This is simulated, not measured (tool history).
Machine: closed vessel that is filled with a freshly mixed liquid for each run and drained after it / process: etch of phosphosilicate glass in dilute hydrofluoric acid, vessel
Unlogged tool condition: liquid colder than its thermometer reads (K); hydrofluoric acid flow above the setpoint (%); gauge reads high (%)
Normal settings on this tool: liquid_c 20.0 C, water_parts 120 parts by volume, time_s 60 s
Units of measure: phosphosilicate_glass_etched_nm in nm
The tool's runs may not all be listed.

| run | day | liquid_c | water_parts | time_s | wafers since the last listed run | hours since the thermometer was replaced | hours since the hydrofluoric acid flow meter was replaced | hours since the gauge calibration | read-back film thickness of the phosphosilicate glass reference wafer, read on the same gauge (nm) | phosphosilicate_glass_etched_nm |
|---|---|---|---|---|---|---|---|---|---|---|
| 1 | 0.000 | 23.0 | 120 | 75 | 0 | 1765.2 | 314.1 | 3748.6 | 63.79 | 135.23 |
| 2 | 2.925 | 23.0 | 120 | 75 | 7374 | 1835.4 | 384.3 | 3818.8 | 63.79 | 136.20 |
| 3 | 6.896 | 20.0 | 120 | 60 | 10010 | 1930.7 | 479.6 | 3914.1 | 63.81 | 95.33 |
| 4 | 10.467 | 20.0 | 120 | 60 | 9002 | 2016.4 | 565.3 | 3999.8 | 63.83 | 96.10 |
| 5 | 13.354 | 20.0 | 120 | 70 | 7279 | 2085.7 | 634.6 | 4069.1 | 63.84 | 111.82 |
| 6 | 17.183 | 20.0 | 120 | 70 | 9653 | 2177.6 | 726.5 | 4161.0 | 63.83 | 109.79 |
| 7 | 19.017 | 20.0 | 120 | 70 | 4621 | 2221.6 | 770.5 | 4205.0 | 63.83 | 111.90 |
|  | 20.871 | hydrofluoric acid flow meter replaced |
| 8 | 23.054 | 20.0 | 155 | 60 | 10073 | 2318.5 | 52.4 | 4301.9 | 63.87 | 71.18 |
|  | 24.521 | gauge calibrated |
| 9 | 25.888 | 20.0 | 155 | 60 | 7143 | 2386.5 | 120.4 | 32.8 | 59.97 | 66.58 |
| 10 | 30.571 | 20.0 | 155 | 60 | 11807 | 2498.9 | 232.8 | 145.2 | 60.31 | 67.67 |
| 11 | 43.504 | 20.0 | 120 | 35 | 32606 | 2809.3 | 543.2 | 455.6 | 61.13 | 53.27 |
| 12 | 45.362 | 20.0 | 175 | 60 | 4685 | 2853.9 | 587.8 | 500.2 | 61.22 | 59.43 |
| 13 | 48.938 | 24.5 | 160 | 40 | 9012 | 2939.7 | 673.6 | 586.0 | 61.40 | 52.08 |
|  | 48.996 | hydrofluoric acid flow meter replaced |
| 14 | 51.012 | 20.0 | 120 | 70 | 5126 | 2989.5 | 48.4 | 635.8 | 61.53 | 106.30 |
| 15 | 54.817 | 17.0 | 95 | 45 | 9590 | 3080.8 | 139.7 | 727.1 | 61.68 | 78.78 |
| 16 | 58.425 | 23.0 | 160 | 95 | 9096 | 3167.4 | 226.3 | 813.7 | 61.83 | 119.49 |
|  | 59.758 | thermometer replaced |
| 17 | 61.733 | 17.0 | 85 | 60 | 8235 | 47.4 | 305.7 | 893.1 | 61.98 | 119.25 |
| 18 | 64.696 | 17.0 | 95 | 90 | 7468 | 118.5 | 376.8 | 964.2 | 62.09 | 157.86 |
| 19 | 68.729 | 20.0 | 120 | 60 | 10168 | 215.3 | 473.6 | 1061.0 | 62.22 | 92.57 |
| 20 | 71.250 | 20.0 | 95 | 30 | 6355 | 275.8 | 534.1 | 1121.5 | 62.31 | 60.44 |
| 21 | 74.371 | 20.0 | 135 | 60 | 7867 | 350.7 | 609.0 | 1196.4 | 62.40 | 83.05 |
| 22 | 75.975 | 25.0 | 155 | 40 | 4044 | 389.2 | 647.5 | 1234.9 | 62.45 | 55.80 |
|  | 80.929 | hydrofluoric acid flow meter replaced |
| 23 | 85.025 | 17.0 | 120 | 70 | 22710 | 606.4 | 98.3 | 1452.1 | 62.70 | 96.65 |
| 24 | 88.296 | 22.0 | 165 | 30 | 8246 | 684.9 | 176.8 | 1530.6 | 62.77 | 34.66 |
| 25 | 90.796 | 17.5 | 155 | 35 | 6302 | 744.9 | 236.8 | 1590.6 | 62.85 | 36.43 |
| 26 | 94.462 | 20.0 | 120 | 50 | 9243 | 832.9 | 324.8 | 1678.6 | 62.93 | 78.63 |
| 27 | 96.125 | 20.0 | 120 | 50 | 4191 | 872.8 | 364.7 | 1718.5 | 62.95 | 77.79 |
| 28 | 99.329 | 17.0 | 70 | 60 | 8077 | 949.7 | 441.6 | 1795.4 | 63.03 | 149.98 |
| 29 | 107.079 | 20.0 | 120 | 60 | 19538 | 1135.7 | 627.6 | 1981.4 | 63.16 | 92.85 |
| 30 | 111.417 | 20.0 | 120 | 70 | 10935 | 1239.8 | 731.7 | 2085.5 | 63.20 | 111.32 |
|  | 111.721 | hydrofluoric acid flow meter replaced |
| 31 | 113.546 | 17.5 | 165 | 60 | 5262 | 1290.9 | 43.8 | 2136.6 | 63.24 | 59.74 |
| 32 | 115.592 | 22.5 | 120 | 90 | 5157 | 1340.0 | 92.9 | 2185.7 | 63.28 | 156.03 |

Here are 4 independent what-if runs from the current tool condition. What would each one return?
| A | 115.621 | 20.0 | 120 | 60 | 73 | 1340.7 | 93.6 | 2186.4 | ? | ? |
| B | 115.621 | 25.0 | 160 | 85 | 73 | 1340.7 | 93.6 | 2186.4 | ? | ? |
| C | 115.621 | 23.5 | 165 | 30 | 73 | 1340.7 | 93.6 | 2186.4 | ? | ? |
| D | 115.621 | 17.0 | 150 | 75 | 73 | 1340.7 | 93.6 | 2186.4 | ? | ? |

| run | read-back film thickness of the phosphosilicate glass reference wafer, read on the same gauge (nm) | phosphosilicate_glass_etched_nm |
|---|---|---|
| A | 63.27 | 93.10 |
| B | 63.27 | 114.99 |
| C | 63.27 | 36.98 |
| D | 63.27 | 79.89 |
Take away the tool's hidden state, keep each run's random variation, and the runs would have read:
| run | phosphosilicate_glass_etched_nm |
|---|---|
| A | 88.26 |
| B | 109.02 |
| C | 35.06 |
| D | 75.74 |
